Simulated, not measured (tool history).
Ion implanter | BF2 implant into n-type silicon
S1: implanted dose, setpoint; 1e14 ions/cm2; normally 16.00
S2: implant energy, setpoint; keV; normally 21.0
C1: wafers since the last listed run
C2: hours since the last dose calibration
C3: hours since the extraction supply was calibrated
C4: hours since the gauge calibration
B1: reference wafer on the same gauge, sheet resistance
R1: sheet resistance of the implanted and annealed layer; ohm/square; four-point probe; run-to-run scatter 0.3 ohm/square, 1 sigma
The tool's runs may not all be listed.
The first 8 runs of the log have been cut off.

run	hour	S1	S2	C1	C2	C3	C4	B1	R1
9	212.6	16.00	21.0	244	821.6	3097.8	377.9	235.01	197.04
10	232.2	16.00	21.0	339	841.2	3117.4	397.5	234.92	197.13
11	271.5	16.00	21.0	680	880.5	3156.7	436.8	234.90	196.90
# hour 281.2: extraction supply calibrated
12	302.7	16.00	21.0	401	911.7	21.5	468.0	234.99	196.96
13	336.1	16.00	21.0	578	945.1	54.9	501.4	235.06	197.83
14	353.7	16.00	21.0	304	962.7	72.5	519.0	234.96	197.69
15	381.1	16.00	21.0	474	990.1	99.9	546.4	234.82	197.24
16	405.2	16.00	21.0	417	1014.2	124.0	570.5	234.98	197.54
17	418.9	17.57	14.0	237	1027.9	137.7	584.2	234.96	241.21
18	454.3	17.99	26.5	613	1063.3	173.1	619.6	234.99	170.33
19	468.5	19.62	17.0	246	1077.5	187.3	633.8	235.13	215.53
# hour 495.4: Faraday cup replaced and dose calibrated
20	495.9	19.41	28.0	336	0.5	214.7	661.2	234.98	164.46
21	527.5	16.00	21.0	547	32.1	246.3	692.8	234.98	198.57
22	553.9	16.00	21.0	457	58.5	272.7	719.2	234.90	198.33
# hour 563.0: gauge calibrated
23	569.0	14.64	24.5	261	73.6	287.8	6.0	234.91	183.60
24	594.4	13.59	16.0	440	99.0	313.2	31.4	235.01	234.36
25	611.8	12.64	21.0	301	116.4	330.6	48.8	234.97	204.39
26	628.0	19.35	15.0	280	132.6	346.8	65.0	234.93	230.89
27	652.9	18.14	27.5	431	157.5	371.7	89.9	234.97	167.47
28	665.5	17.72	18.0	218	170.1	384.3	102.5	234.96	212.33
29	686.2	17.57	14.0	358	190.8	405.0	123.2	234.85	242.36
30	721.7	17.49	14.5	615	226.3	440.5	158.7	235.06	238.31
31	734.7	13.38	21.0	225	239.3	453.5	171.7	234.95	202.67
32	763.4	19.34	25.0	497	268.0	482.2	200.4	234.83	175.05
33	789.2	14.69	15.0	446	293.8	508.0	226.2	234.91	239.78

What does the tool deliver on the next run?
34	823.3	18.95	19.0	590	327.9	542.1	260.3	?	?

Logged for run 34: B1 235.04, R1 204.15 ohm/square.
With the hidden condition absent and the run-to-run variation left alone, this run would have shown R1 204.57 ohm/square.
